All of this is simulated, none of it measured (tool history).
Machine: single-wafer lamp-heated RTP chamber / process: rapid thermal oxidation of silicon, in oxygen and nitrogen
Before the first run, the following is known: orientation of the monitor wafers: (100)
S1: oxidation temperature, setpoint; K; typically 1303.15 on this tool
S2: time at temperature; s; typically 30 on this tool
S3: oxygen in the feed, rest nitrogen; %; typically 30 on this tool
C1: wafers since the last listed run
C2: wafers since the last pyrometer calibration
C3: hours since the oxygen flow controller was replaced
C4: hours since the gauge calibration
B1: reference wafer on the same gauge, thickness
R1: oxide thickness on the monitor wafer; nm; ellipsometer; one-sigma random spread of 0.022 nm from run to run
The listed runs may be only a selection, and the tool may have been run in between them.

| run | hour | S1 | S2 | S3 | C1 | C2 | C3 | C4 | B1 | R1 |
|---|---|---|---|---|---|---|---|---|---|---|
| 1 | 0 | 1303.15 | 30 | 30 | 0 | 648 | 3187.6 | 453.3 | 3.547 | 3.679 |
| 2 | 80.1 | 1303.15 | 30 | 30 | 904 | 1552 | 3267.7 | 533.4 | 3.557 | 3.632 |
| 3 | 148.2 | 1303.15 | 30 | 30 | 769 | 2322 | 3335.8 | 601.5 | 3.543 | 3.666 |
| 4 | 218.5 | 1303.15 | 30 | 30 | 794 | 3116 | 3406.1 | 671.8 | 3.556 | 3.638 |
| 5 | 262.5 | 1303.15 | 30 | 30 | 496 | 3613 | 3450.1 | 715.8 | 3.552 | 3.639 |
| 6 | 314 | 1303.15 | 30 | 30 | 581 | 4194 | 3501.6 | 767.3 | 3.555 | 3.699 |
| 7 | 367.5 | 1323.15 | 36 | 30 | 604 | 4799 | 3555.1 | 820.8 | 3.553 | 4.463 |
| 8 | 418.2 | 1323.15 | 36 | 30 | 572 | 5371 | 3605.8 | 871.5 | 3.548 | 4.442 |
| 9 | 457.7 | 1323.15 | 36 | 30 | 446 | 5818 | 3645.3 | 911 | 3.549 | 4.482 |
|  | 474.7 | oxygen flow controller replaced |
| 10 | 484 | 1303.15 | 30 | 30 | 206 | 6024 | 9.3 | 937.3 | 3.546 | 3.693 |
| 11 | 520.3 | 1282.15 | 30 | 39 | 410 | 6434 | 45.6 | 973.6 | 3.548 | 3.494 |
|  | 542.2 | pyrometer window cleaned and pyrometer calibrated |
| 12 | 551.9 | 1276.15 | 18 | 17 | 266 | 109 | 77.2 | 1005.2 | 3.552 | 2.477 |
| 13 | 604.2 | 1317.15 | 16 | 17 | 590 | 699 | 129.5 | 1057.5 | 3.546 | 2.808 |
| 14 | 632.5 | 1303.15 | 30 | 30 | 319 | 1019 | 157.8 | 1085.8 | 3.54 | 3.692 |
|  | 655.7 | gauge calibrated |
| 15 | 692.8 | 1303.15 | 19 | 49 | 681 | 1700 | 218.1 | 37.1 | 3.549 | 3.606 |
| 16 | 730.5 | 1303.15 | 41 | 54 | 425 | 2126 | 255.8 | 74.8 | 3.553 | 5.026 |
| 17 | 780.6 | 1323.15 | 36 | 30 | 565 | 2692 | 305.9 | 124.9 | 3.545 | 4.447 |
| 18 | 841.3 | 1325.15 | 23 | 30 | 685 | 3378 | 366.6 | 185.6 | 3.556 | 3.799 |
| 19 | 877.4 | 1303.15 | 37 | 56 | 407 | 3785 | 402.7 | 221.7 | 3.553 | 4.876 |

List, for all runs, the conditions of the tool that the log does not record:
true wafer temperature minus pyrometer reading, K: 0, the same for each run
deviation of the oxygen flow from its setpoint, %: 0, the same for each run
gauge reads high (%): 0, the same for each run
